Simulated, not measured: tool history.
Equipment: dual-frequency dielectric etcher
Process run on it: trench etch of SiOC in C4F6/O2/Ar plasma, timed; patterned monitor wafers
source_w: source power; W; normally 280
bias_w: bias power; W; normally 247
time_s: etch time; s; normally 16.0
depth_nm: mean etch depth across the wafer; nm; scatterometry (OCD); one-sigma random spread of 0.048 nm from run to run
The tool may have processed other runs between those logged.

| run | day | source_w | bias_w | time_s | wafers since the last listed run | hours since the last wet clean | hours since the last source power generator calibration | hours since the last bias power generator calibration | hours since the last upper electrode change | hours since the gauge calibration | read-back reference wafer on the same gauge, depth_nm | depth_nm |
|---|---|---|---|---|---|---|---|---|---|---|---|---|
| 1 | 0.000 | 280 | 247 | 16.0 | 0 | 354.7 | 2468.8 | 2786.5 | 3280.7 | 7.1 | 34.70 | 32.08 |
| 2 | 0.488 | 280 | 247 | 16.0 | 213 | 366.4 | 2480.5 | 2798.2 | 3292.4 | 18.8 | 34.70 | 31.92 |
| 3 | 0.762 | 280 | 247 | 16.0 | 120 | 373.0 | 2487.1 | 2804.8 | 3299.0 | 25.4 | 34.70 | 31.99 |
| 4 | 1.104 | 280 | 247 | 16.0 | 149 | 381.2 | 2495.3 | 2813.0 | 3307.2 | 33.6 | 34.70 | 31.99 |
| 5 | 1.467 | 280 | 247 | 16.0 | 158 | 389.9 | 2504.0 | 2821.7 | 3315.9 | 42.3 | 34.70 | 31.94 |
| 6 | 1.858 | 280 | 289 | 16.0 | 171 | 399.3 | 2513.4 | 2831.1 | 3325.3 | 51.7 | 34.70 | 33.08 |
| 7 | 2.571 | 280 | 289 | 16.0 | 311 | 416.4 | 2530.5 | 2848.2 | 3342.4 | 68.8 | 34.70 | 32.92 |
| 8 | 2.821 | 230 | 263 | 16.0 | 109 | 422.4 | 2536.5 | 2854.2 | 3348.4 | 74.8 | 34.70 | 29.70 |
|  | 3.900 | upper electrode replaced |
|  | 4.029 | source power generator calibrated |
|  | 4.662 | bias power generator calibrated |
|  | 4.817 | wet clean of the chamber |
| 9 | 4.838 | 230 | 263 | 16.0 | 246 | 0.5 | 19.4 | 4.2 | 22.5 | 123.2 | 34.71 | 29.90 |
| 10 | 4.854 | 230 | 263 | 16.0 | 7 | 0.9 | 19.8 | 4.6 | 22.9 | 123.6 | 34.69 | 30.00 |
| 11 | 4.867 | 350 | 220 | 21.0 | 5 | 1.2 | 20.1 | 4.9 | 23.2 | 123.9 | 34.71 | 45.61 |
| 12 | 4.879 | 280 | 205 | 11.0 | 5 | 1.5 | 20.4 | 5.2 | 23.5 | 124.2 | 34.70 | 21.38 |
| 13 | 5.438 | 300 | 277 | 13.5 | 244 | 14.9 | 33.8 | 18.6 | 36.9 | 137.6 | 34.70 | 28.68 |
| 14 | 5.858 | 280 | 247 | 16.0 | 184 | 25.0 | 43.9 | 28.7 | 47.0 | 147.7 | 34.71 | 32.07 |
| 15 | 6.588 | 280 | 247 | 16.0 | 319 | 42.5 | 61.4 | 46.2 | 64.5 | 165.2 | 34.70 | 32.22 |
| 16 | 7.038 | 330 | 218 | 13.5 | 196 | 53.3 | 72.2 | 57.0 | 75.3 | 176.0 | 34.70 | 28.43 |
| 17 | 7.512 | 280 | 247 | 16.0 | 207 | 64.7 | 83.6 | 68.4 | 86.7 | 187.4 | 34.71 | 32.16 |
| 18 | 8.046 | 280 | 247 | 16.0 | 233 | 77.5 | 96.4 | 81.2 | 99.5 | 200.2 | 34.70 | 32.13 |
| 19 | 8.346 | 280 | 247 | 16.0 | 131 | 84.7 | 103.6 | 88.4 | 106.7 | 207.4 | 34.70 | 32.26 |
| 20 | 8.750 | 250 | 276 | 16.0 | 176 | 94.4 | 113.3 | 98.1 | 116.4 | 217.1 | 34.70 | 31.26 |
|  | 9.071 | gauge calibrated |
| 21 | 9.296 | 320 | 274 | 12.5 | 238 | 107.5 | 126.4 | 111.2 | 129.5 | 5.4 | 34.70 | 27.20 |
| 22 | 9.567 | 310 | 188 | 18.0 | 118 | 114.0 | 132.9 | 117.7 | 136.0 | 11.9 | 34.70 | 36.04 |
| 23 | 9.883 | 310 | 266 | 14.5 | 138 | 121.6 | 140.5 | 125.3 | 143.6 | 19.5 | 34.70 | 30.91 |
| 24 | 10.438 | 280 | 213 | 11.5 | 242 | 134.9 | 153.8 | 138.6 | 156.9 | 32.8 | 34.70 | 22.47 |
| 25 | 10.925 | 320 | 247 | 16.0 | 213 | 146.6 | 165.5 | 150.3 | 168.6 | 44.5 | 34.70 | 34.02 |
| 26 | 11.367 | 220 | 229 | 16.0 | 193 | 157.2 | 176.1 | 160.9 | 179.2 | 55.1 | 34.71 | 28.44 |
| 27 | 11.862 | 310 | 189 | 20.0 | 216 | 169.1 | 188.0 | 172.8 | 191.1 | 67.0 | 34.70 | 39.91 |
| 28 | 12.575 | 280 | 247 | 16.0 | 311 | 186.2 | 205.1 | 189.9 | 208.2 | 84.1 | 34.70 | 32.07 |
| 29 | 13.017 | 280 | 226 | 16.0 | 193 | 196.8 | 215.7 | 200.5 | 218.8 | 94.7 | 34.70 | 31.53 |
| 30 | 13.492 | 280 | 247 | 13.5 | 207 | 208.2 | 227.1 | 211.9 | 230.2 | 106.1 | 34.70 | 27.13 |
| 31 | 14.242 | 230 | 207 | 19.5 | 328 | 226.2 | 245.1 | 229.9 | 248.2 | 124.1 | 34.69 | 34.57 |

Each row is a separate what-if for the run after 31, all from the same tool condition, not one after another. Results?
| A | 14.258 | 280 | 247 | 19.5 | 7 | 226.6 | 245.5 | 230.3 | 248.6 | 124.5 | ? | ? |
| B | 14.258 | 340 | 247 | 14.5 | 7 | 226.6 | 245.5 | 230.3 | 248.6 | 124.5 | ? | ? |
| C | 14.258 | 230 | 205 | 13.0 | 7 | 226.6 | 245.5 | 230.3 | 248.6 | 124.5 | ? | ? |

| run | read-back reference wafer on the same gauge, depth_nm | depth_nm |
|---|---|---|
| A | 34.69 | 38.99 |
| B | 34.69 | 31.53 |
| C | 34.69 | 22.99 |
Without the tool's hidden state the same runs would have given:
| run | depth_nm |
|---|---|
| A | 39.24 |
| B | 31.72 |
| C | 23.13 |
